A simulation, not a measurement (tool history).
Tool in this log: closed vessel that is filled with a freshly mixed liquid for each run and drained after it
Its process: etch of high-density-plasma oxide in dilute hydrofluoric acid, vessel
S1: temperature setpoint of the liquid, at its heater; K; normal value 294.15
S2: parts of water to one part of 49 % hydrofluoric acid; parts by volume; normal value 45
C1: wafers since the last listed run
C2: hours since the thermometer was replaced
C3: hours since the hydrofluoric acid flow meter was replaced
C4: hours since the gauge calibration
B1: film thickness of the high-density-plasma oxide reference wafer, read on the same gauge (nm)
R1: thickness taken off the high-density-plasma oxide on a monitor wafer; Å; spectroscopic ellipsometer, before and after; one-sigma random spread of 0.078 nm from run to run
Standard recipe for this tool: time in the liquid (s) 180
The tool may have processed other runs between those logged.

run 1 hour=0.0 | S1=294.15 S2=45 time_in_the_liquid_(s)=180 | C1=0 C2=1287.5 C3=1797.6 C4=29.2 | B1=110.01 | R1=275.6
run 2 hour=10.2 | S1=294.15 S2=45 time_in_the_liquid_(s)=180 | C1=1255 C2=1297.7 C3=1807.8 C4=39.4 | B1=109.99 | R1=274.3
run 3 hour=18.9 | S1=294.15 S2=45 time_in_the_liquid_(s)=180 | C1=1070 C2=1306.4 C3=1816.5 C4=48.1 | B1=109.99 | R1=274.7
run 4 hour=32.7 | S1=294.15 S2=45 time_in_the_liquid_(s)=180 | C1=1698 C2=1320.2 C3=1830.3 C4=61.9 | B1=109.99 | R1=275.7
run 5 hour=50.6 | S1=294.15 S2=45 time_in_the_liquid_(s)=180 | C1=2203 C2=1338.1 C3=1848.2 C4=79.8 | B1=109.98 | R1=275.5
run 6 hour=69.3 | S1=294.15 S2=45 time_in_the_liquid_(s)=180 | C1=2302 C2=1356.8 C3=1866.9 C4=98.5 | B1=109.99 | R1=273.6
-- hour=72.2 gauge calibrated
run 7 hour=82.0 | S1=294.15 S2=45 time_in_the_liquid_(s)=180 | C1=1563 C2=1369.5 C3=1879.6 C4=9.8 | B1=110.00 | R1=274.3
run 8 hour=88.3 | S1=294.15 S2=45 time_in_the_liquid_(s)=180 | C1=775 C2=1375.8 C3=1885.9 C4=16.1 | B1=110.01 | R1=273.5
run 9 hour=97.3 | S1=295.65 S2=25 time_in_the_liquid_(s)=245 | C1=1107 C2=1384.8 C3=1894.9 C4=25.1 | B1=110.02 | R1=731.5
run 10 hour=103.6 | S1=290.15 S2=30 time_in_the_liquid_(s)=250 | C1=775 C2=1391.1 C3=1901.2 C4=31.4 | B1=109.98 | R1=489.5
run 11 hour=112.8 | S1=294.15 S2=45 time_in_the_liquid_(s)=180 | C1=1132 C2=1400.3 C3=1910.4 C4=40.6 | B1=110.01 | R1=272.4
run 12 hour=120.9 | S1=292.15 S2=50 time_in_the_liquid_(s)=270 | C1=997 C2=1408.4 C3=1918.5 C4=48.7 | B1=110.02 | R1=335.6
-- hour=129.1 thermometer replaced
-- hour=133.5 hydrofluoric acid flow meter replaced
run 13 hour=134.0 | S1=297.65 S2=35 time_in_the_liquid_(s)=230 | C1=1366 C2=4.9 C3=0.5 C4=61.8 | B1=110.01 | R1=610.1
run 14 hour=148.3 | S1=295.65 S2=25 time_in_the_liquid_(s)=245 | C1=1760 C2=19.2 C3=14.8 C4=76.1 | B1=109.98 | R1=848.5
-- hour=155.3 gauge calibrated
run 15 hour=159.5 | S1=298.65 S2=35 time_in_the_liquid_(s)=220 | C1=1378 C2=30.4 C3=26.0 C4=4.2 | B1=110.01 | R1=607.0
run 16 hour=166.2 | S1=294.15 S2=45 time_in_the_liquid_(s)=180 | C1=824 C2=37.1 C3=32.7 C4=10.9 | B1=110.01 | R1=316.1
run 17 hour=177.9 | S1=294.15 S2=45 time_in_the_liquid_(s)=180 | C1=1440 C2=48.8 C3=44.4 C4=22.6 | B1=110.00 | R1=314.9

Below, some changes in R1 between adjacent runs. For each, the amount present without the hidden state too (settings, incoming material, random variation) and the amount remaining for the hidden state with gauge scatter not shared by both compared results:
The tool's hidden condition here consists of: liquid hotter than its thermometer reads (K); hydrofluoric acid flow below the setpoint (%); gauge reads high (%).
Run 8 -> 9: S1 294.15 -> 295.65, S2 45 -> 25, time in the liquid (s) 180 -> 245. R1 +458.0 Å: hidden state -75.1, all else +533.1.
